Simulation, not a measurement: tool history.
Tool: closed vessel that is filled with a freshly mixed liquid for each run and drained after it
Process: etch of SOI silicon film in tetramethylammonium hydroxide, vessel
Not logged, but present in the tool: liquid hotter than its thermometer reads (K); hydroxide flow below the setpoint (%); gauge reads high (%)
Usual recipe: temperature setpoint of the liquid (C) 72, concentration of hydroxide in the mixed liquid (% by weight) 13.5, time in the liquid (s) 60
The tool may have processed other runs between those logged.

| run | hour | temperature setpoint of the liquid (C) | concentration of hydroxide in the mixed liquid (% by weight) | time in the liquid (s) | wafers since the last listed run | hours since the thermometer was replaced | hours since the hydroxide flow meter was replaced | hours since the gauge calibration | read-back film thickness of the SOI silicon film reference wafer, read on the same gauge (nm) | thickness taken off the SOI silicon film on a monitor wafer (Å) |
|---|---|---|---|---|---|---|---|---|---|---|
| 1 | 0 | 72 | 14.5 | 60 | 0 | 2421.2 | 1366.2 | 947.7 | 142.13 | 3896.9 |
| 2 | 40.7 | 72 | 13.5 | 60 | 5596 | 2461.9 | 1406.9 | 988.4 | 142.3 | 4111.1 |
| 3 | 107.4 | 72 | 13.5 | 60 | 9171 | 2528.6 | 1473.6 | 1055.1 | 142.55 | 4050.2 |
| 4 | 131.4 | 72 | 13.5 | 60 | 3300 | 2552.6 | 1497.6 | 1079.1 | 142.63 | 4089.9 |
| 5 | 168.3 | 72 | 13.5 | 60 | 5073 | 2589.5 | 1534.5 | 1116 | 142.8 | 4100.7 |
|  | 220.4 | hydroxide flow meter replaced |
| 6 | 231.1 | 72 | 13.5 | 60 | 8497 | 2652.3 | 10.7 | 1178.8 | 143.07 | 4116.7 |
| 7 | 277.2 | 72 | 13.5 | 60 | 6339 | 2698.4 | 56.8 | 1224.9 | 143.26 | 4092 |
| 8 | 324.2 | 72 | 13.5 | 60 | 6462 | 2745.4 | 103.8 | 1271.9 | 143.5 | 4077.3 |
| 9 | 379.1 | 72 | 13.5 | 60 | 7549 | 2800.3 | 158.7 | 1326.8 | 143.76 | 4136.4 |
| 10 | 433.3 | 72 | 13.5 | 60 | 7452 | 2854.5 | 212.9 | 1381 | 144.07 | 4153.6 |
| 11 | 459.7 | 72 | 13.5 | 60 | 3630 | 2880.9 | 239.3 | 1407.4 | 144.2 | 4133.7 |
| 12 | 528.9 | 72 | 13.5 | 60 | 9515 | 2950.1 | 308.5 | 1476.6 | 144.57 | 4078.5 |
|  | 545.4 | gauge calibrated |
| 13 | 556.9 | 72 | 13.5 | 45 | 3850 | 2978.1 | 336.5 | 11.5 | 139.96 | 2972.7 |
| 14 | 594.4 | 72 | 13.5 | 45 | 5156 | 3015.6 | 374 | 49 | 139.96 | 2988.1 |
| 15 | 652.9 | 72 | 13.5 | 70 | 8044 | 3074.1 | 432.5 | 107.5 | 139.98 | 4623.3 |
| 16 | 678 | 72 | 13.5 | 60 | 3451 | 3099.2 | 457.6 | 132.6 | 140 | 4016.4 |
|  | 709.4 | thermometer replaced |
| 17 | 721.4 | 72 | 13.5 | 60 | 5830 | 12 | 501 | 176 | 140.01 | 3999.6 |
| 18 | 752.8 | 65.5 | 12 | 30 | 4317 | 43.4 | 532.4 | 207.4 | 140.04 | 1427 |
| 19 | 820.9 | 72 | 16 | 60 | 9364 | 111.5 | 600.5 | 275.5 | 140.1 | 3687.4 |
| 20 | 849 | 72 | 13.5 | 80 | 3863 | 139.6 | 628.6 | 303.6 | 140.12 | 5361.4 |
| 21 | 905.3 | 76 | 11.5 | 30 | 7741 | 195.9 | 684.9 | 359.9 | 140.21 | 2731.9 |
| 22 | 957 | 72 | 11 | 90 | 7109 | 247.6 | 736.6 | 411.6 | 140.27 | 6472.5 |
| 23 | 999.3 | 77 | 11 | 95 | 5816 | 289.9 | 778.9 | 453.9 | 140.34 | 9270.2 |
| 24 | 1087.6 | 72 | 13.5 | 50 | 12141 | 378.2 | 867.2 | 542.2 | 140.52 | 3330.6 |
| 25 | 1154 | 72 | 13.5 | 60 | 9130 | 444.6 | 933.6 | 608.6 | 140.68 | 4003.2 |
| 26 | 1190.9 | 69 | 15 | 45 | 5073 | 481.5 | 970.5 | 645.5 | 140.73 | 2400.3 |
| 27 | 1250.9 | 67 | 12 | 30 | 8250 | 541.5 | 1030.5 | 705.5 | 140.9 | 1573.1 |
| 28 | 1305 | 78.5 | 13.5 | 60 | 7439 | 595.6 | 1084.6 | 759.6 | 141.05 | 5818.3 |
| 29 | 1371.8 | 77.5 | 15 | 80 | 9185 | 662.4 | 1151.4 | 826.4 | 141.23 | 6959.9 |
| 30 | 1425 | 72 | 13.5 | 60 | 7315 | 715.6 | 1204.6 | 879.6 | 141.42 | 4075.5 |
| 31 | 1477.2 | 72 | 13.5 | 30 | 7177 | 767.8 | 1256.8 | 931.8 | 141.6 | 2019.9 |
| 32 | 1505.9 | 77 | 11 | 35 | 3946 | 796.5 | 1285.5 | 960.5 | 141.72 | 3407.1 |
| 33 | 1542.3 | 72 | 13.5 | 60 | 5005 | 832.9 | 1321.9 | 996.9 | 141.85 | 4088.2 |

Table of differences, measured result less the result of that run with no hidden state. Run-to-run variation is the same in both. Gauge scatter possibly is not:
| run | thickness taken off the SOI silicon film on a monitor wafer (Å) |
|---|---|
| 1 | +58.5 |
| 2 | +66 |
| 3 | +72.3 |
| 4 | +75.8 |
| 5 | +80.3 |
| 6 | +88.4 |
| 7 | +93.7 |
| 8 | +99.6 |
| 9 | +108.7 |
| 10 | +117 |
| 11 | +120.3 |
| 12 | +129.1 |
| 13 | -1 |
| 14 | -1 |
| 15 | -0.9 |
| 16 | -0.5 |
| 17 | +0.2 |
| 18 | +0.3 |
| 19 | +2.4 |
| 20 | +4.7 |
| 21 | +3.8 |
| 22 | +12.6 |
| 23 | +22.5 |
| 24 | +12 |
| 25 | +18.6 |
| 26 | +12.6 |
| 27 | +10 |
| 28 | +43.2 |
| 29 | +61.5 |
| 30 | +40.9 |
| 31 | +22.8 |
| 32 | +41 |
| 33 | +53.1 |
